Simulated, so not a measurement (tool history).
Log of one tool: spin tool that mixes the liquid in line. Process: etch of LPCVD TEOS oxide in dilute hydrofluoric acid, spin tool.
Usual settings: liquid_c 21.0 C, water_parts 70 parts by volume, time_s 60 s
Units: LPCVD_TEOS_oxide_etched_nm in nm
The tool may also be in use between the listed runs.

run    hour  liquid_c  water_parts  time_s  wafers since the last listed run  hours since the thermometer was replaced  hours since the hydrofluoric acid flow meter was replaced  hours since the gauge calibration  read-back film thickness of the LPCVD TEOS oxide reference wafer, read on the same gauge (nm)  LPCVD_TEOS_oxide_etched_nm
  1     0.0      21.0           70      75                                 0                                    1833.0                                                      558.4                              980.6                                                                                         139.97                       47.84
  2   133.6      21.0           70      75                              2230                                    1966.6                                                      692.0                             1114.2                                                                                         139.99                       47.30
  3   239.7      21.0           70      75                              1771                                    2072.7                                                      798.1                             1220.3                                                                                         140.01                       47.39
  4   311.2      21.0           70      60                              1193                                    2144.2                                                      869.6                             1291.8                                                                                         140.01                       37.71
  5   408.5      21.0           70      60                              1624                                    2241.5                                                      966.9                             1389.1                                                                                         140.01                       37.46
  6   447.8      21.0           70      60                               656                                    2280.8                                                     1006.2                             1428.4                                                                                         140.00                       37.42
  7   550.8      21.0           70      60                              1719                                    2383.8                                                     1109.2                             1531.4                                                                                         140.00                       37.11
  8   617.9      21.0           70      60                              1120                                    2450.9                                                     1176.3                             1598.5                                                                                         139.99                       37.05
      657.0  -- gauge calibrated
  9   698.7      21.0           70      60                              1348                                    2531.7                                                     1257.1                               41.7                                                                                         140.00                       36.86
      759.4  -- hydrofluoric acid flow meter replaced
 10   786.5      21.0           70      60                              1449                                    2619.5                                                       27.1                              129.5                                                                                         140.00                       39.03
 11   850.6      26.0           55      70                              1070                                    2683.6                                                       91.2                              193.6                                                                                         139.99                       72.27
 12   952.7      23.0           70      50                              1704                                    2785.7                                                      193.3                              295.7                                                                                         139.97                       34.86
 13  1003.0      24.0           60      60                               839                                    2836.0                                                      243.6                              346.0                                                                                         140.02                       51.83
 14  1104.2      21.0           35      60                              1689                                    2937.2                                                      344.8                              447.2                                                                                         140.01                       80.43
     1119.4  -- thermometer replaced
 15  1174.0      23.0           70      25                              1148                                      54.6                                                      414.6                              517.0                                                                                         139.99                       17.30
 16  1279.3      24.5           95      90                              1757                                     159.9                                                      519.9                              622.3                                                                                         140.01                       46.96
 17  1331.8      17.0           70      80                               876                                     212.4                                                      572.4                              674.8                                                                                         140.00                       42.88
 18  1438.9      21.0           70      60                              1787                                     319.5                                                      679.5                              781.9                                                                                         139.99                       38.06
 19  1518.4      21.0           70      45                              1327                                     399.0                                                      759.0                              861.4                                                                                         140.01                       28.23
 20  1597.9      21.0           70      60                              1327                                     478.5                                                      838.5                              940.9                                                                                         140.01                       37.68

Hidden state or all else? Some run-to-run changes of LPCVD_TEOS_oxide_etched_nm, split into what the settings, what came in and random variation would give without the hidden state, and what is left for the hidden state (with any gauge scatter that isn't in both results):
The hidden state here: liquid colder than its thermometer reads (K); hydrofluoric acid flow below the setpoint (%); gauge reads high (%).
Run 9 -> 10: hydrofluoric acid flow meter replaced. LPCVD_TEOS_oxide_etched_nm +2.17 nm: hidden state +2.17, all else +0.00.
Run 11 -> 12: liquid_c 26.0 -> 23.0, water_parts 55 -> 70, time_s 70 -> 50. LPCVD_TEOS_oxide_etched_nm -37.41 nm: hidden state +0.17, all else -37.58.
Run 14 -> 15: liquid_c 21.0 -> 23.0, water_parts 35 -> 70, time_s 60 -> 25, thermometer replaced. LPCVD_TEOS_oxide_etched_nm -63.13 nm: hidden state +1.21, all else -64.34.
